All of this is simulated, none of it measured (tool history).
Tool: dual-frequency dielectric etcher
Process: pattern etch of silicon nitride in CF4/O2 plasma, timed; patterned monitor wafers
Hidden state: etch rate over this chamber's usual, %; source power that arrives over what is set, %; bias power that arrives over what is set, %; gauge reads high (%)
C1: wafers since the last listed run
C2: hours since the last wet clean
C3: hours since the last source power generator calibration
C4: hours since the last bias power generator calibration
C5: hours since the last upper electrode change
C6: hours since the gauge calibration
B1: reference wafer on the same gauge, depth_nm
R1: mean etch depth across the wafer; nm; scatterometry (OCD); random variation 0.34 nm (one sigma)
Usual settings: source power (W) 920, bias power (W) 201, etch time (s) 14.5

run 1 hour=0 | source_power_(W)=920 bias_power_(W)=187 etch_time_(s)=14.5 | C1=0 C2=486.7 C3=4525.3 C4=5016.5 C5=3273.8 C6=103.4 | B1=43.4 | R1=50.2
run 2 hour=13.2 | source_power_(W)=920 bias_power_(W)=187 etch_time_(s)=14.5 | C1=256 C2=499.9 C3=4538.5 C4=5029.7 C5=3287 C6=116.6 | B1=43.4 | R1=50.7
run 3 hour=23.9 | source_power_(W)=920 bias_power_(W)=186 etch_time_(s)=14.5 | C1=207 C2=510.6 C3=4549.2 C4=5040.4 C5=3297.7 C6=127.3 | B1=43.4 | R1=50.5
run 4 hour=36.1 | source_power_(W)=920 bias_power_(W)=186 etch_time_(s)=14.5 | C1=236 C2=522.8 C3=4561.4 C4=5052.6 C5=3309.9 C6=139.5 | B1=43.5 | R1=50.2
run 5 hour=49.4 | source_power_(W)=920 bias_power_(W)=201 etch_time_(s)=14.5 | C1=258 C2=536.1 C3=4574.7 C4=5065.9 C5=3323.2 C6=152.8 | B1=43.6 | R1=50.8
run 6 hour=56.5 | source_power_(W)=920 bias_power_(W)=201 etch_time_(s)=14.5 | C1=137 C2=543.2 C3=4581.8 C4=5073 C5=3330.3 C6=159.9 | B1=43.5 | R1=50.9
-- hour=83.4 upper electrode replaced
-- hour=96.5 gauge calibrated
-- hour=99.3 wet clean of the chamber
run 7 hour=99.8 | source_power_(W)=920 bias_power_(W)=201 etch_time_(s)=12.5 | C1=65 C2=0.5 C3=4625.1 C4=5116.3 C5=16.4 C6=3.3 | B1=43.6 | R1=44.4
run 8 hour=100.2 | source_power_(W)=1140 bias_power_(W)=201 etch_time_(s)=14.5 | C1=7 C2=0.9 C3=4625.5 C4=5116.7 C5=16.8 C6=3.7 | B1=43.4 | R1=63.5
run 9 hour=100.5 | source_power_(W)=810 bias_power_(W)=228 etch_time_(s)=13 | C1=5 C2=1.2 C3=4625.8 C4=5117 C5=17.1 C6=4 | B1=43.6 | R1=41.4

Run 10 comes next. What will it give?
run 10 hour=111.4 | source_power_(W)=920 bias_power_(W)=201 etch_time_(s)=11.5 | C1=211 C2=12.1 C3=4636.7 C4=5127.9 C5=28 C6=14.9 | B1=? | R1=?

{"run 10": {"B1": 43.5, "R1": 40.4}}
Without the tool's hidden state the same run would have given R1 40.4 nm.
